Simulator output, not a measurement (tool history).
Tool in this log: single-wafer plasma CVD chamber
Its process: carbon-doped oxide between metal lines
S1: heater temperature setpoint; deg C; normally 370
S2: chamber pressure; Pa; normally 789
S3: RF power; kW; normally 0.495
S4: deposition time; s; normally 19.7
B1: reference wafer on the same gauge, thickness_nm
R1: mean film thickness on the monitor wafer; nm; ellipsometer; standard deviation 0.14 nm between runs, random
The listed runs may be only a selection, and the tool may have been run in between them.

| run | hour | S1 | S2 | S3 | S4 | B1 | R1 |
|---|---|---|---|---|---|---|---|
| 1 | 0 | 361 | 789 | 0.495 | 19.7 | 108.808 | 91.785 |
| 2 | 10 | 361 | 789 | 0.495 | 19.7 | 108.771 | 91.756 |
| 3 | 22.7 | 370 | 865 | 0.495 | 19.7 | 108.771 | 90.913 |
| 4 | 35.2 | 370 | 865 | 0.495 | 19.7 | 108.855 | 90.913 |
| 5 | 51.5 | 370 | 789 | 0.495 | 19.7 | 108.726 | 90.251 |
| 6 | 65.7 | 370 | 789 | 0.495 | 19.7 | 108.776 | 90.008 |
| 7 | 73.9 | 370 | 789 | 0.495 | 19.7 | 108.791 | 90.086 |
|  | 90.1 | RF generator calibrated |
| 8 | 90.6 | 370 | 789 | 0.56 | 19.7 | 108.825 | 101.108 |
| 9 | 93.6 | 370 | 855 | 0.495 | 19.7 | 108.767 | 94.905 |
| 10 | 100.5 | 370 | 789 | 0.495 | 19.7 | 108.777 | 94.316 |
| 11 | 113.9 | 370 | 789 | 0.495 | 19.7 | 108.812 | 94.296 |
|  | 128.5 | thermocouple changed; heater temperature recalibrated |
| 12 | 129 | 370 | 789 | 0.495 | 21.7 | 108.839 | 103.908 |
|  | 131.4 | gauge calibrated |
| 13 | 137.6 | 360 | 789 | 0.575 | 19.7 | 108.801 | 104.73 |
| 14 | 148.7 | 370 | 789 | 0.57 | 19.7 | 108.769 | 101.995 |
| 15 | 154.7 | 370 | 611 | 0.495 | 19.7 | 108.838 | 91.862 |
| 16 | 172.2 | 370 | 789 | 0.495 | 19.7 | 108.76 | 94.149 |
|  | 180.7 | showerhead replaced |
|  | 186 | capacitance manometer re-zeroed and calibrated |
| 17 | 186.5 | 358 | 861 | 0.535 | 19.7 | 108.84 | 101.555 |
| 18 | 191.6 | 363 | 620 | 0.495 | 22 | 108.776 | 104.049 |
| 19 | 201 | 370 | 789 | 0.495 | 19.7 | 108.802 | 93.799 |
| 20 | 210.4 | 370 | 789 | 0.495 | 19.7 | 108.77 | 93.986 |
| 21 | 222 | 366 | 932 | 0.425 | 16.2 | 108.868 | 72.084 |
| 22 | 236 | 370 | 789 | 0.525 | 19.7 | 108.806 | 96.901 |
| 23 | 252.5 | 370 | 789 | 0.495 | 19.7 | 108.799 | 93.691 |

Below are 5 alternative next runs, each starting from the tool's condition after run 23. Predict each:
| A | 252.9 | 360 | 789 | 0.495 | 19.7 | ? | ? |
| B | 252.9 | 374 | 644 | 0.495 | 22 | ? | ? |
| C | 252.9 | 370 | 789 | 0.565 | 21.7 | ? | ? |
| D | 252.9 | 357 | 789 | 0.495 | 22.8 | ? | ? |
| E | 252.9 | 370 | 789 | 0.575 | 17.3 | ? | ? |

| run | B1 | R1 |
|---|---|---|
| A | 108.827 | 95.736 |
| B | 108.827 | 101.6 |
| C | 108.827 | 111.055 |
| D | 108.827 | 111.283 |
| E | 108.827 | 89.748 |
Had the tool no hidden state, the same runs would have come out as:
| run | R1 |
|---|---|
| A | 96.759 |
| B | 102.686 |
| C | 112.195 |
| D | 112.472 |
| E | 90.663 |
